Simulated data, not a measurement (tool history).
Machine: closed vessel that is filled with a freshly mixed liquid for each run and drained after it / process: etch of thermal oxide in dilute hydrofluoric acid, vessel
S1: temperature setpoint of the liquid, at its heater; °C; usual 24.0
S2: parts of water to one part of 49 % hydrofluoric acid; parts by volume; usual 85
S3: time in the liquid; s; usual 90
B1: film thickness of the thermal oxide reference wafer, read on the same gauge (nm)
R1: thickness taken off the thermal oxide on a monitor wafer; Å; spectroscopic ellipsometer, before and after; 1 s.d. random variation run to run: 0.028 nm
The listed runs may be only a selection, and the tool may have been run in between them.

Run 1, day 0.000: usual settings; B1 29.99. Result: R1 53.7 Å.
At day 0.675: hydrofluoric acid flow meter replaced.
Run 2, day 3.938: usual settings; B1 30.01. Result: R1 53.6 Å.
Run 3, day 13.667: usual settings; B1 29.96. Result: R1 52.7 Å.
Run 4, day 16.938: usual settings but S3 50 s; B1 30.01. Result: R1 28.9 Å.
Run 5, day 21.075: usual settings; B1 30.01. Result: R1 51.5 Å.
Run 6, day 24.992: usual settings; B1 29.98. Result: R1 51.3 Å.
At day 25.208: gauge calibrated.
Run 7, day 29.188: usual settings; B1 29.99. Result: R1 51.2 Å.
Run 8, day 33.575: usual settings but S1 27.5 °C; B1 29.98. Result: R1 58.5 Å.
At day 34.383: thermometer replaced.
Run 9, day 37.375: usual settings but S1 27.5 °C; B1 30.01. Result: R1 62.7 Å.
Run 10, day 41.583: usual settings but S3 105 s; B1 29.97. Result: R1 63.6 Å.
Run 11, day 44.888: usual settings but S1 22.5 °C, S3 125 s; B1 30.03. Result: R1 70.3 Å.
Run 12, day 53.654: usual settings but S1 20.5 °C, S2 100 parts by volume, S3 40 s; B1 30.00. Result: R1 17.1 Å.
Run 13, day 56.617: usual settings; B1 30.01. Result: R1 52.7 Å.
At day 60.283: hydrofluoric acid flow meter replaced.
Run 14, day 60.996: usual settings but S1 27.0 °C, S2 95 parts by volume, S3 120 s; B1 29.96. Result: R1 70.3 Å.
Run 15, day 63.750: usual settings; B1 30.02. Result: R1 52.5 Å.
Run 16, day 65.321: usual settings but S1 19.5 °C, S2 55 parts by volume, S3 65 s; B1 30.00. Result: R1 50.5 Å.
Run 17, day 69.354: usual settings; B1 30.03. Result: R1 51.7 Å.
Run 18, day 73.738: usual settings but S2 115 parts by volume; B1 29.99. Result: R1 36.7 Å.
At day 75.683: thermometer replaced.
Run 19, day 76.667: usual settings but S1 27.5 °C; B1 30.01. Result: R1 63.1 Å.
Run 20, day 79.279: usual settings but S1 20.5 °C, S2 100 parts by volume, S3 40 s; B1 30.02. Result: R1 17.8 Å.
Run 21, day 81.233: usual settings; B1 29.98. Result: R1 54.5 Å.
Run 22, day 83.917: usual settings; B1 30.00. Result: R1 54.7 Å.
Run 23, day 85.883: usual settings but S1 21.0 °C; B1 30.02. Result: R1 48.1 Å.
Run 24, day 90.846: usual settings but S1 28.5 °C; B1 29.99. Result: R1 64.7 Å.
Run 25, day 93.062: usual settings but S2 45 parts by volume, S3 55 s; B1 30.02. Result: R1 65.6 Å.
Run 26, day 95.450: usual settings but S2 55 parts by volume; B1 30.02. Result: R1 86.7 Å.
Run 27, day 99.304: usual settings but S1 19.5 °C, S2 100 parts by volume, S3 115 s; B1 29.97. Result: R1 46.8 Å.
Run 28, day 102.821: usual settings but S1 28.0 °C; B1 30.02. Result: R1 62.0 Å.
Run 29, day 106.433: usual settings but S1 20.0 °C, S2 105 parts by volume; B1 30.02. Result: R1 34.9 Å.
Run 30, day 110.804: usual settings but S1 27.0 °C; B1 29.99. Result: R1 58.9 Å.
At day 113.896: thermometer replaced.
Run 31, day 114.067: usual settings; B1 30.02. Result: R1 54.4 Å.
Run 32, day 116.217: usual settings but S1 22.0 °C, S3 55 s; B1 30.03. Result: R1 30.9 Å.

5 options for the next run, each taken on its own from the tool as it stands now. Forecast them:
Run A, day 116.246: usual settings but S3 40 s; B1 ?. Result: R1 ?.
Run B, day 116.246: usual settings but S2 120 parts by volume; B1 ?. Result: R1 ?.
Run C, day 116.246: usual settings but S3 55 s; B1 ?. Result: R1 ?.
Run D, day 116.246: usual settings but S1 26.0 °C; B1 ?. Result: R1 ?.
Run E, day 116.246: usual settings but S1 22.5 °C; B1 ?. Result: R1 ?.

run     B1    R1
  A  29.99  24.0
  B  29.99  36.7
  C  29.99  33.0
  D  29.99  58.5
  E  29.99  50.9
With the hidden condition removed and each run's random variation left untouched, the same runs would have given:
run    R1
  A  24.2
  B  37.0
  C  33.3
  D  59.0
  E  51.3

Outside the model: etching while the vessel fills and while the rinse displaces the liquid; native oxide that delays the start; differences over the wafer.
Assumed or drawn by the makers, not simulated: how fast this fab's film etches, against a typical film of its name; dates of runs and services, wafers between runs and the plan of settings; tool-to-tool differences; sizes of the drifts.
